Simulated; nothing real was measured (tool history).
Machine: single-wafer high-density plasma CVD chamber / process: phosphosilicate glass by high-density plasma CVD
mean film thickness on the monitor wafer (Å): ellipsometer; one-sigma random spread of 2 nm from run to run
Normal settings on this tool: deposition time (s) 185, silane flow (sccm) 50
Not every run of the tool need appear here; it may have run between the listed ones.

run    hour  deposition time (s)  silane flow (sccm)  read-back reference wafer on the same gauge, thickness_nm  mean film thickness on the monitor wafer (Å)
  1       0                  185                  50                                                   1054.032                                       9514.92
  2    36.7                  185                  50                                                   1053.658                                       9500.87
  3   126.6                  185                  50                                                   1053.348                                       9551.37
  4   212.8                  209                  50                                                   1053.363                                      10761.98
  5   285.5                  185                  50                                                   1053.425                                       9457.74
  6   382.7                  164                  50                                                   1052.816                                       8418.46
  7   480.9                  164                  50                                                   1053.088                                       8432.54
  8   558.4                  185                  50                                                   1052.991                                       9510.11
  9   658.6                  185                  50                                                   1053.854                                       9502.62
 10   755.1                  185                  50                                                    1052.58                                       9506.13
 11     821                  185                  50                                                   1053.931                                       9491.79
 12   864.6                  185                  50                                                    1053.39                                       9524.21
 13     944                  185                  50                                                    1053.68                                       9494.67
 14  1028.6                  185                  50                                                    1053.62                                       9487.34
 15  1110.3                  185                  52                                                   1053.018                                       9918.88
 16    1160                  167                  50                                                   1053.532                                       8587.07
     1276.9  -- gauge calibrated
 17  1478.3                  160                  57                                                    1053.24                                       9378.25
 18  1584.9                  163                  42                                                   1053.425                                       7066.47
     1688.7  -- silane flow controller replaced
 19  1689.2                  185                  50                                                   1052.669                                       9492.21
 20  1783.2                  152                  43                                                   1052.959                                       6728.83
 21  1997.4                  185                  55                                                   1052.977                                         10447
 22  2078.9                  155                  44                                                   1053.141                                       7008.17
 23  2140.7                  160                  50                                                   1052.523                                       8230.38
 24  2182.7                  185                  50                                                   1053.721                                       9544.45
 25  2237.6                  205                  54                                                    1053.04                                      11358.28
 26  2281.6                  185                  50                                                   1053.617                                       9480.22
 27  2388.3                  166                  44                                                   1052.738                                       7525.89
 28  2468.9                  185                  57                                                   1052.881                                      10822.84
 29  2546.9                  194                  60                                                   1053.896                                      11955.55
 30  2585.2                  156                  47                                                   1053.692                                       7527.78

For each run, what was the tool's unlogged condition?
delivered silane flow above the setpoint (%): 0 at every run
gauge reads high (%): 0 at every run

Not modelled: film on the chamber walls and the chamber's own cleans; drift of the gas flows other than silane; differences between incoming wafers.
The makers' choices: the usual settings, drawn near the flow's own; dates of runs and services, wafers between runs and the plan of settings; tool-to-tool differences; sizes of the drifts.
